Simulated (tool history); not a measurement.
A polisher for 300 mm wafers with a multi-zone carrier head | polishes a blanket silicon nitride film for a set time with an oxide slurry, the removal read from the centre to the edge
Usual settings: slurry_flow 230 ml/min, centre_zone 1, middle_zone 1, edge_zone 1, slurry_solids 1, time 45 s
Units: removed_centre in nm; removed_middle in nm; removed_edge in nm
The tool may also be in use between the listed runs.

run,hour,slurry_flow,centre_zone,middle_zone,edge_zone,slurry_solids,time,"incoming thickness of the incoming film, nm",removed_centre,removed_middle,removed_edge
1,0,230,1,1,1,1,55,294.6,47.1,46.6,46.6
# hour 8.4: carrier head's membrane replaced by a new one
2,102.4,230,1,1,1,1,55,287.8,46.6,46,47.8
# hour 170.4: centre zone pressure recalibrated
3,170.9,230,1,1,1,1,45,290.2,38.7,37.7,38.7
# hour 465.6: worn pad replaced by a new one, of another model than before
4,466.1,230,1,1,1.04,1,45,290.3,38,37.5,38.8
5,521.2,230,1,1,1,1.15,50,292.6,45.4,44.4,45.5
6,608.3,165,1,1.08,1.12,1,37,288.3,29.4,31.1,31.3
# hour 619.1: edge zone pressure recalibrated
7,690,230,0.93,0.9,1,1.15,55,284.6,46.2,43.8,49.5
# hour 697.9: slurry nozzle cleaned
# hour 757.1: carrier head's membrane replaced by a new one
8,777.2,165,1,1.08,1.12,1,37,288.7,30.1,32.4,32.7
9,848.7,290,1.1,1.08,1,1,40,291.6,37,37.3,35
10,942.1,165,1,1.08,1.12,1,37,284.7,30.3,32.7,31.9
11,1023.3,230,1,1,1.04,1,45,292.6,37.5,37.4,38.9
# hour 1029.9: worn pad replaced by a new one
12,1071.9,230,1,1,1,1,45,292.3,37.8,37.5,38.4
# hour 1078.1: centre zone pressure recalibrated
13,1148.7,230,1,1,1,1,45,291.3,37.3,36.9,38.4
14,1221.2,230,1,1,1.08,1,45,288.1,37.2,37.9,39
15,1301.2,230,1,1,1,1,45,292.4,36.9,36.4,38
# hour 1352.9: slurry nozzle cleaned
16,1362.4,265,1,1.1,1.06,1,59,285.8,51.3,55,52.2
17,1432.7,230,1,0.92,1,1,45,287.3,38.3,34.9,38.5
18,1529.4,155,1,1,1,1,45,290,36.9,36.4,37.6
# hour 1554.8: carrier head's membrane replaced by a new one
# hour 1593.2: worn pad replaced by a new one
19,1613.1,230,1,1.06,1.11,1,45,284.7,38.4,39.5,40.2
# hour 1622.3: edge zone pressure recalibrated
20,1717.8,290,1,0.91,1,1,45,292.5,40,35.2,39.5

5 ways to go on from here, each from the tool as it stands after run 20. What would each give?
A,1718.2,230,1,1,1,1,45,290.6,?,?,?
B,1718.2,205,1,1,1.09,1.15,45,290.6,?,?,?
C,1718.2,205,0.94,1,1.12,1,45,290.6,?,?,?
D,1718.2,165,1,0.96,1,0.75,45,290.6,?,?,?
E,1718.2,265,1.03,1,0.93,1,49,290.6,?,?,?

run,removed_centre,removed_middle,removed_edge
A,37.5,37.2,38.5
B,39.8,39.6,42.3
C,35.7,36.8,39.7
D,30.3,29.2,31.5
E,42.2,41.1,41.3
Without the tool's hidden state the same runs would have given:
run,removed_centre,removed_middle,removed_edge
A,38.1,37.8,38.9
B,40.5,40.2,42.7
C,36.3,37.4,40.2
D,30.9,29.7,31.9
E,42.8,41.6,41.7

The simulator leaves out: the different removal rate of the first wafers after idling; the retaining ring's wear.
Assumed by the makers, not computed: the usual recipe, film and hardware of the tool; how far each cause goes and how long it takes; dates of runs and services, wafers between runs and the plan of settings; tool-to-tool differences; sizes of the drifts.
